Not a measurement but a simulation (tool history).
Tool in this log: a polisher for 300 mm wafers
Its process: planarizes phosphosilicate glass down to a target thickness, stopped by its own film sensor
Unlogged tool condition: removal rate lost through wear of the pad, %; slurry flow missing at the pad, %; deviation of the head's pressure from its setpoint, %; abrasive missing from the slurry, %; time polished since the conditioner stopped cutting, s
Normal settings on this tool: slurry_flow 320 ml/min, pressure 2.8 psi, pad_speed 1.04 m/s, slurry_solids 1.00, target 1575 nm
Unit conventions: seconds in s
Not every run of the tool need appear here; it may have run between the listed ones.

run,hour,slurry_flow,pressure,pad_speed,slurry_solids,target,wafers since the last listed run,wafers polished on this pad,hours since the slurry nozzle was cleaned,hours since the head pressure was calibrated,hours since the slurry blender was calibrated,hours since the conditioning disc was replaced,"incoming thickness of the incoming film, nm",seconds
1,0.0,320,2.8,1.04,1.00,1575,0,514,507.7,296.8,47.8,96.5,2180.4,92.5
2,30.5,320,2.8,1.04,1.00,1575,282,796,538.2,327.3,78.3,127.0,2207.8,98.0
# hour 49.8: conditioning disc replaced and pad reconditioned
3,56.8,320,2.8,1.04,1.00,1575,225,1022,564.5,353.6,104.6,7.0,2194.3,101.2
# hour 88.6: worn pad replaced by a new one
4,108.0,320,2.1,1.04,1.10,1575,437,179,615.7,404.8,155.8,58.2,2142.0,112.6
# hour 129.8: slurry blender recalibrated
5,132.9,320,2.8,1.04,1.20,1626,212,392,640.6,429.7,3.1,83.1,2170.1,78.1
6,161.9,320,2.8,1.04,1.00,1575,268,661,669.6,458.7,32.1,112.1,2200.3,98.4
# hour 199.0: head pressure recalibrated
# hour 206.2: worn pad replaced by a new one
# hour 209.2: conditioning disc replaced and pad reconditioned
7,210.0,320,2.8,1.04,1.00,1575,371,16,717.7,11.0,80.2,0.8,2166.3,105.7
# hour 225.7: slurry nozzle cleaned
# hour 282.7: worn pad replaced by a new one, repeated, since the last time left the tool worse
8,283.8,320,2.8,1.04,1.00,1519,638,9,58.1,84.8,154.0,74.6,2164.8,98.3
# hour 316.5: slurry blender recalibrated
9,321.3,320,3.7,1.04,0.80,1575,329,339,95.6,122.3,4.8,112.1,2193.8,81.8
10,369.5,320,2.8,1.04,1.00,1575,447,786,143.8,170.5,53.0,160.3,2154.4,94.4
# hour 380.7: conditioning disc replaced and pad reconditioned
# hour 409.6: worn pad replaced by a new one
11,429.5,320,3.8,1.04,1.20,1575,500,184,203.8,230.5,113.0,48.8,2124.4,57.3
12,479.8,350,2.2,1.24,0.75,1575,466,651,254.1,280.8,163.3,99.1,2156.6,122.4
# hour 509.4: slurry blender recalibrated
13,527.5,320,2.8,0.94,1.00,1409,423,1075,301.8,328.5,18.1,146.8,2175.5,133.0
# hour 533.3: conditioning disc replaced and pad reconditioned
# hour 551.5: worn pad replaced by a new one
14,593.7,320,2.8,1.04,1.00,1575,558,391,368.0,394.7,84.3,60.4,2130.1,86.2

How would selected steps in seconds from run to run divide? Give the signed amount a tool lacking its hidden state would still show from settings, what came in and random variation, and the signed amount left for the hidden state, including any gauge scatter that is not in both of the compared results.
Run 7 -> 8: target 1575 -> 1519, slurry nozzle cleaned, worn pad replaced by a new one, repeated, since the last time left the tool worse. seconds -7.4 s: hidden state -13.1, all else +5.7.
Run 11 -> 12: slurry_flow 320 -> 350, pressure 3.8 -> 2.2, pad_speed 1.04 -> 1.24, slurry_solids 1.20 -> 0.75. seconds +65.1 s: hidden state +5.7, all else +59.4.
